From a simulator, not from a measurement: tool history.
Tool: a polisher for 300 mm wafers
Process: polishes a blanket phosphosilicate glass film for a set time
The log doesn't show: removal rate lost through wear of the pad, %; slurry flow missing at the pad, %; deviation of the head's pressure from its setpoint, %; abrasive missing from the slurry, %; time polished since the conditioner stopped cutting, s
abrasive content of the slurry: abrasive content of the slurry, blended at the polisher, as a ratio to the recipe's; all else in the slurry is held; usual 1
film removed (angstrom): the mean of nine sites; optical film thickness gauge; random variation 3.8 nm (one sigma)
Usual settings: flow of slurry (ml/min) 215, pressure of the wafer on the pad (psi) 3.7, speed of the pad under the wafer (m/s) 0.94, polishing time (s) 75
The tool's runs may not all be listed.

| run | hour | flow of slurry (ml/min) | pressure of the wafer on the pad (psi) | speed of the pad under the wafer (m/s) | abrasive content of the slurry | polishing time (s) | wafers since the last listed run | wafers polished on this pad | hours since the slurry nozzle was cleaned | hours since the head pressure was calibrated | hours since the slurry blender was calibrated | hours since the conditioning disc was replaced | incoming thickness of the incoming film, nm | film removed (angstrom) |
|---|---|---|---|---|---|---|---|---|---|---|---|---|---|---|
| 1 | 0 | 215 | 3.7 | 0.94 | 1.1 | 75 | 0 | 864 | 222.1 | 1212.5 | 275 | 342.7 | 3417.3 | 5754 |
|  | 9.9 | worn pad replaced by a new one |
| 2 | 13.7 | 215 | 3.7 | 0.94 | 1.2 | 75 | 126 | 49 | 235.8 | 1226.2 | 288.7 | 356.4 | 3384.5 | 6003 |
| 3 | 21.1 | 215 | 3.7 | 0.94 | 1.2 | 75 | 96 | 145 | 243.2 | 1233.6 | 296.1 | 363.8 | 3366.3 | 5924 |
| 4 | 32.1 | 215 | 3.7 | 0.94 | 1.2 | 75 | 143 | 288 | 254.2 | 1244.6 | 307.1 | 374.8 | 3388.1 | 5950 |
| 5 | 42 | 215 | 3.1 | 0.86 | 1 | 75 | 128 | 417 | 264.1 | 1254.5 | 317 | 384.7 | 3356.9 | 4526 |
| 6 | 56.2 | 215 | 3.1 | 0.86 | 1 | 75 | 184 | 602 | 278.3 | 1268.7 | 331.2 | 398.9 | 3457.2 | 4538 |
| 7 | 66.5 | 215 | 3.1 | 0.86 | 1 | 75 | 133 | 736 | 288.6 | 1279 | 341.5 | 409.2 | 3441.6 | 4509 |
| 8 | 75.4 | 215 | 3.7 | 0.94 | 1 | 88 | 115 | 851 | 297.5 | 1287.9 | 350.4 | 418.1 | 3454.4 | 6378 |
| 9 | 85.8 | 215 | 3.7 | 0.94 | 1 | 88 | 135 | 987 | 307.9 | 1298.3 | 360.8 | 428.5 | 3355.7 | 6402 |
| 10 | 92.9 | 215 | 3.7 | 0.94 | 1 | 88 | 92 | 1079 | 315 | 1305.4 | 367.9 | 435.6 | 3441.7 | 6492 |
|  | 102.1 | worn pad replaced by a new one |
|  | 102.4 | slurry blender recalibrated |
| 11 | 107 | 215 | 3.7 | 0.94 | 1 | 75 | 128 | 60 | 329.1 | 1319.5 | 4.6 | 449.7 | 3439.7 | 5486 |
| 12 | 123.7 | 215 | 3.7 | 0.94 | 1 | 75 | 217 | 277 | 345.8 | 1336.2 | 21.3 | 466.4 | 3383.5 | 5524 |
| 13 | 133.2 | 160 | 3.7 | 1.02 | 1 | 75 | 123 | 400 | 355.3 | 1345.7 | 30.8 | 475.9 | 3361.9 | 5508 |

Run 14 comes next. What will it give?
|  | 147.5 | slurry nozzle cleaned |
| 14 | 149.9 | 215 | 3.7 | 0.94 | 1 | 75 | 204 | 605 | 2.4 | 1362.4 | 47.5 | 492.6 | 3393.9 | ? |

film removed (angstrom): 5525
Without the tool's hidden state the same run would have given film removed (angstrom) 6219.

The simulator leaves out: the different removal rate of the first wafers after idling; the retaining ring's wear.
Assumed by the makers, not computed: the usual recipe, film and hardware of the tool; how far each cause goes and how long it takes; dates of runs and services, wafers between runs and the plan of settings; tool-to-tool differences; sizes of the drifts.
